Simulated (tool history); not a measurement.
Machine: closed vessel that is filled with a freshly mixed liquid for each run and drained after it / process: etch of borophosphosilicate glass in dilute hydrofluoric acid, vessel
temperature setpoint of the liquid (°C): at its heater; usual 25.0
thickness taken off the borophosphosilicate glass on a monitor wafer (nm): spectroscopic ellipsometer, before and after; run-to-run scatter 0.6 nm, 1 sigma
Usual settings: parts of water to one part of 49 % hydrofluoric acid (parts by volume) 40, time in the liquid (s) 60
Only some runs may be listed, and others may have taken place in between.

run,day,temperature setpoint of the liquid (°C),parts of water to one part of 49 % hydrofluoric acid (parts by volume),time in the liquid (s),"read-back film thickness of the borophosphosilicate glass reference wafer, read on the same gauge (nm)",thickness taken off the borophosphosilicate glass on a monitor wafer (nm)
1,0.000,25.0,40,60,130.01,66.77
2,3.600,25.0,40,85,130.00,95.89
3,6.638,27.5,40,60,129.99,76.14
# day 8.483: hydrofluoric acid flow meter replaced
4,10.933,27.5,40,60,130.02,70.04
5,14.317,25.0,40,45,130.01,47.45
6,17.383,25.0,40,45,130.00,48.13
7,21.717,22.0,25,60,130.00,93.20
# day 25.896: gauge calibrated
8,27.283,22.0,25,60,129.98,96.85
9,28.817,26.0,40,80,130.00,91.54
10,33.021,25.0,40,60,129.99,69.94
# day 35.579: hydrofluoric acid flow meter replaced
11,36.354,25.0,40,60,129.98,62.03
12,38.908,25.0,40,60,129.99,62.89
13,43.088,25.0,45,60,130.00,56.57
14,45.212,25.0,45,60,129.99,57.86
15,47.562,25.0,40,60,129.99,65.91
16,50.062,27.0,40,35,130.00,41.80
17,54.212,21.5,40,75,130.01,73.07
18,57.588,25.0,40,60,129.99,68.96
19,60.454,25.0,40,60,130.01,69.57
# day 63.279: hydrofluoric acid flow meter replaced
20,64.071,25.0,40,90,129.97,93.08
21,68.521,29.0,30,60,129.99,100.65
22,71.675,26.0,40,80,130.01,89.17
# day 78.746: thermometer replaced
23,82.967,25.0,50,80,130.01,72.28
24,87.142,29.0,40,40,130.01,54.22
25,89.296,26.5,35,60,130.01,86.89
26,92.671,22.5,55,80,129.98,60.94
# day 93.658: hydrofluoric acid flow meter replaced
27,94.488,25.0,20,95,129.98,201.57
28,96.021,22.5,40,45,130.02,42.25
29,99.046,22.0,25,60,130.02,90.26
30,101.404,26.5,40,60,130.01,68.37
31,105.683,28.5,30,85,130.00,142.11

Selected run-to-run steps in thickness taken off the borophosphosilicate glass on a monitor wafer (nm), each split into two signed amounts: the part the tool would show with no hidden state at all (from settings, incoming material and random variation), and the remainder, which goes to the hidden state together with any gauge scatter not common to the measured and the hidden-state-free results:
Hidden state present: liquid colder than its thermometer reads (K); hydrofluoric acid flow above the setpoint (%); gauge reads high (%).
Run 3 -> 4: hydrofluoric acid flow meter replaced. thickness taken off the borophosphosilicate glass on a monitor wafer (nm) -6.10: hidden state -6.23, all else +0.13.
Run 10 -> 11: hydrofluoric acid flow meter replaced. thickness taken off the borophosphosilicate glass on a monitor wafer (nm) -7.91: hidden state -6.43, all else -1.48.
Run 19 -> 20: time in the liquid (s) 60 -> 90, hydrofluoric acid flow meter replaced. thickness taken off the borophosphosilicate glass on a monitor wafer (nm) +23.51: hidden state -6.22, all else +29.73.
Run 26 -> 27: temperature setpoint of the liquid (°C) 22.5 -> 25.0, parts of water to one part of 49 % hydrofluoric acid (parts by volume) 55 -> 20, time in the liquid (s) 80 -> 95, hydrofluoric acid flow meter replaced. thickness taken off the borophosphosilicate glass on a monitor wafer (nm) +140.63: hidden state -6.12, all else +146.75.
Run 27 -> 28: temperature setpoint of the liquid (°C) 25.0 -> 22.5, parts of water to one part of 49 % hydrofluoric acid (parts by volume) 20 -> 40, time in the liquid (s) 95 -> 45. thickness taken off the borophosphosilicate glass on a monitor wafer (nm) -159.32: hidden state -0.86, all else -158.46.
Run 30 -> 31: temperature setpoint of the liquid (°C) 26.5 -> 28.5, parts of water to one part of 49 % hydrofluoric acid (parts by volume) 40 -> 30, time in the liquid (s) 60 -> 85. thickness taken off the borophosphosilicate glass on a monitor wafer (nm) +73.74: hidden state +5.15, all else +68.59.
